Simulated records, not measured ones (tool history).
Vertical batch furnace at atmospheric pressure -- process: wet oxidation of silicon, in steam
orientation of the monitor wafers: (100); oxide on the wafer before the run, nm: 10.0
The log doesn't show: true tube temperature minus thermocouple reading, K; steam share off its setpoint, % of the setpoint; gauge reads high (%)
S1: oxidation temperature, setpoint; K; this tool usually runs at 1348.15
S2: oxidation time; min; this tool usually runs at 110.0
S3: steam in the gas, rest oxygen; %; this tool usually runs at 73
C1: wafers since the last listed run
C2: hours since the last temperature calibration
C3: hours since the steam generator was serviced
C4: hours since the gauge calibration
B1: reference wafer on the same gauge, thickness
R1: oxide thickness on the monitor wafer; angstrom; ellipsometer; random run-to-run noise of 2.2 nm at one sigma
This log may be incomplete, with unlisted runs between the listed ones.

run,hour,S1,S2,S3,C1,C2,C3,C4,B1,R1
1,0.0,1348.15,110.0,76,0,1803.6,3033.4,1138.8,787.21,6658.9
2,24.7,1348.15,110.0,73,366,1828.3,3058.1,1163.5,787.58,6547.0
3,57.3,1348.15,110.0,73,483,1860.9,3090.7,1196.1,786.99,6499.1
4,72.1,1348.15,110.0,66,219,1875.7,3105.5,1210.9,785.81,6177.2
5,89.2,1348.15,110.0,66,253,1892.8,3122.6,1228.0,787.30,6164.2
6,116.2,1348.15,110.0,66,400,1919.8,3149.6,1255.0,787.10,6185.8
7,145.1,1348.15,110.0,79,428,1948.7,3178.5,1283.9,787.24,6827.3
# hour 157.6: gauge calibrated
8,160.7,1348.15,110.0,79,231,1964.3,3194.1,3.1,787.90,6798.3
9,191.7,1348.15,110.0,73,460,1995.3,3225.1,34.1,787.02,6494.9
10,228.5,1348.15,110.0,73,546,2032.1,3261.9,70.9,786.42,6490.1
11,259.4,1348.15,110.0,73,458,2063.0,3292.8,101.8,787.12,6508.0
12,275.9,1348.15,110.0,73,244,2079.5,3309.3,118.3,786.74,6495.0
13,311.8,1348.15,110.0,73,532,2115.4,3345.2,154.2,786.96,6534.9
14,328.8,1325.15,73.0,73,252,2132.4,3362.2,171.2,786.60,4582.0
15,351.5,1348.15,110.0,73,336,2155.1,3384.9,193.9,787.07,6483.3
16,373.7,1348.15,138.0,73,329,2177.3,3407.1,216.1,786.65,7362.8
17,408.5,1367.15,91.0,82,516,2212.1,3441.9,250.9,786.21,6706.8
18,421.4,1348.15,110.0,73,191,2225.0,3454.8,263.8,786.59,6498.7
19,451.5,1348.15,65.0,78,446,2255.1,3484.9,293.9,787.46,5000.8
20,507.3,1334.15,58.0,85,828,2310.9,3540.7,349.7,787.54,4554.6
21,535.2,1348.15,110.0,61,414,2338.8,3568.6,377.6,786.54,5845.0
22,566.5,1372.15,110.0,62,464,2370.1,3599.9,408.9,787.77,6515.1
# hour 614.0: steam generator serviced
# hour 639.6: thermocouples replaced and temperature profile calibrated
23,672.9,1338.15,132.0,69,866,33.3,58.9,515.3,786.10,6984.6
24,691.6,1325.15,73.0,73,277,52.0,77.6,534.0,786.73,4756.7
25,717.4,1369.15,161.0,69,382,77.8,103.4,559.8,786.93,8757.7
26,746.1,1348.15,110.0,79,425,106.5,132.1,588.5,786.50,7072.9
27,758.5,1348.15,110.0,73,184,118.9,144.5,600.9,787.12,6738.6
28,793.6,1334.15,110.0,79,520,154.0,179.6,636.0,785.99,6633.1
29,816.1,1348.15,110.0,73,333,176.5,202.1,658.5,787.02,6759.6
30,834.5,1348.15,80.0,68,273,194.9,220.5,676.9,788.01,5360.8
31,852.6,1348.15,60.0,77,268,213.0,238.6,695.0,787.26,4891.9
32,875.0,1324.15,82.0,67,332,235.4,261.0,717.4,786.89,4791.8
33,892.9,1348.15,110.0,73,265,253.3,278.9,735.3,786.39,6705.3
34,927.8,1325.15,73.0,73,518,288.2,313.8,770.2,787.26,4738.4
35,962.1,1348.15,110.0,73,509,322.5,348.1,804.5,787.44,6685.1
36,977.0,1336.15,146.0,73,221,337.4,363.0,819.4,786.72,7507.3
37,989.6,1359.15,163.5,69,187,350.0,375.6,832.0,787.14,8435.2

Alternative continuations, all from the tool just after run 37; predict every row:
A,995.5,1348.15,110.0,73,87,355.9,381.5,837.9,?,?
B,995.5,1355.15,80.5,73,87,355.9,381.5,837.9,?,?
C,995.5,1329.15,91.0,64,87,355.9,381.5,837.9,?,?
D,995.5,1348.15,60.0,73,87,355.9,381.5,837.9,?,?
E,995.5,1367.15,128.5,76,87,355.9,381.5,837.9,?,?

run,B1,R1
A,786.48,6723.2
B,786.48,5798.9
C,786.48,5116.2
D,786.48,4743.7
E,786.48,8058.4
With the hidden condition removed and each run's random variation left untouched, the same runs would have given:
run,R1
A,6870.1
B,5926.6
C,5234.0
D,4851.3
E,8229.0

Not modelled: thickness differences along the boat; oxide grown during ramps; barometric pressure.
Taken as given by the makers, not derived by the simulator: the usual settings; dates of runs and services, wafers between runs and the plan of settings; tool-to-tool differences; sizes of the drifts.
